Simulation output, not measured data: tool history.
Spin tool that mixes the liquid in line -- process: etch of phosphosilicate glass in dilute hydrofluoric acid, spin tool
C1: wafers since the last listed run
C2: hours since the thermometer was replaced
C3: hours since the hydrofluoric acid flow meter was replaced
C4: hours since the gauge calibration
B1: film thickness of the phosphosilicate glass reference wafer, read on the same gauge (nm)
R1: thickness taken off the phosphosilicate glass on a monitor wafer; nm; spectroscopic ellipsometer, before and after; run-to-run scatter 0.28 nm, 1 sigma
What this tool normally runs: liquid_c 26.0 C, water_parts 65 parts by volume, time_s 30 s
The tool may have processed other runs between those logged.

Run 1, hour 0.0: usual settings but liquid_c 24.5 C, water_parts 55 parts by volume; C1 0; C2 2608.2; C3 911.6; C4 26.5; B1 149.99. Result: R1 45.40 nm.
Run 2, hour 10.1: usual settings; C1 180; C2 2618.3; C3 921.7; C4 36.6; B1 150.00. Result: R1 40.31 nm.
Run 3, hour 21.9: usual settings; C1 211; C2 2630.1; C3 933.5; C4 48.4; B1 149.98. Result: R1 39.96 nm.
Run 4, hour 29.1: usual settings; C1 129; C2 2637.3; C3 940.7; C4 55.6; B1 150.00. Result: R1 40.02 nm.
Run 5, hour 39.7: usual settings but water_parts 80 parts by volume; C1 189; C2 2647.9; C3 951.3; C4 66.2; B1 150.00. Result: R1 31.46 nm.
Run 6, hour 48.8: usual settings but water_parts 80 parts by volume; C1 163; C2 2657.0; C3 960.4; C4 75.3; B1 149.99. Result: R1 31.92 nm.
Run 7, hour 56.9: usual settings; C1 145; C2 2665.1; C3 968.5; C4 83.4; B1 149.98. Result: R1 40.17 nm.
Run 8, hour 94.8: usual settings; C1 679; C2 2703.0; C3 1006.4; C4 121.3; B1 149.99. Result: R1 40.02 nm.
Run 9, hour 101.5: usual settings; C1 120; C2 2709.7; C3 1013.1; C4 128.0; B1 150.01. Result: R1 39.95 nm.
Run 10, hour 115.2: usual settings but time_s 15 s; C1 245; C2 2723.4; C3 1026.8; C4 141.7; B1 149.96. Result: R1 19.95 nm.
At hour 126.2: hydrofluoric acid flow meter replaced.
Run 11, hour 127.0: usual settings but liquid_c 22.0 C; C1 193; C2 2735.2; C3 0.8; C4 153.5; B1 150.01. Result: R1 39.03 nm.
At hour 132.3: gauge calibrated.
Run 12, hour 144.8: usual settings but liquid_c 29.0 C, water_parts 85 parts by volume, time_s 15 s; C1 318; C2 2753.0; C3 18.6; C4 12.5; B1 150.02. Result: R1 19.16 nm.
At hour 162.5: thermometer replaced.
Run 13, hour 172.6: usual settings; C1 480; C2 10.1; C3 46.4; C4 40.3; B1 150.00. Result: R1 45.51 nm.
Run 14, hour 184.1: usual settings but water_parts 75 parts by volume; C1 206; C2 21.6; C3 57.9; C4 51.8; B1 150.03. Result: R1 38.96 nm.
Run 15, hour 197.0: usual settings; C1 231; C2 34.5; C3 70.8; C4 64.7; B1 149.94. Result: R1 45.50 nm.
Run 16, hour 211.5: usual settings but liquid_c 30.0 C, time_s 15 s; C1 259; C2 49.0; C3 85.3; C4 79.2; B1 150.00. Result: R1 26.53 nm.

5 options for the next run, each taken on its own from the tool as it stands now. Forecast them:
Run A, hour 211.9: usual settings; C1 7; C2 49.4; C3 85.7; C4 79.6; B1 ?. Result: R1 ?.
Run B, hour 211.9: usual settings but liquid_c 27.5 C, water_parts 80 parts by volume; C1 7; C2 49.4; C3 85.7; C4 79.6; B1 ?. Result: R1 ?.
Run C, hour 211.9: usual settings but liquid_c 28.5 C, time_s 35 s; C1 7; C2 49.4; C3 85.7; C4 79.6; B1 ?. Result: R1 ?.
Run D, hour 211.9: usual settings but liquid_c 27.5 C; C1 7; C2 49.4; C3 85.7; C4 79.6; B1 ?. Result: R1 ?.
Run E, hour 211.9: usual settings but liquid_c 22.5 C; C1 7; C2 49.4; C3 85.7; C4 79.6; B1 ?. Result: R1 ?.

run      B1     R1
  A  150.00  45.04
  B  150.00  38.02
  C  150.00  58.01
  D  150.00  47.80
  E  150.00  39.08
Stripped of hidden state, with their random variation kept, the same runs would have yielded:
run     R1
  A  45.82
  B  38.70
  C  59.02
  D  48.64
  E  39.75

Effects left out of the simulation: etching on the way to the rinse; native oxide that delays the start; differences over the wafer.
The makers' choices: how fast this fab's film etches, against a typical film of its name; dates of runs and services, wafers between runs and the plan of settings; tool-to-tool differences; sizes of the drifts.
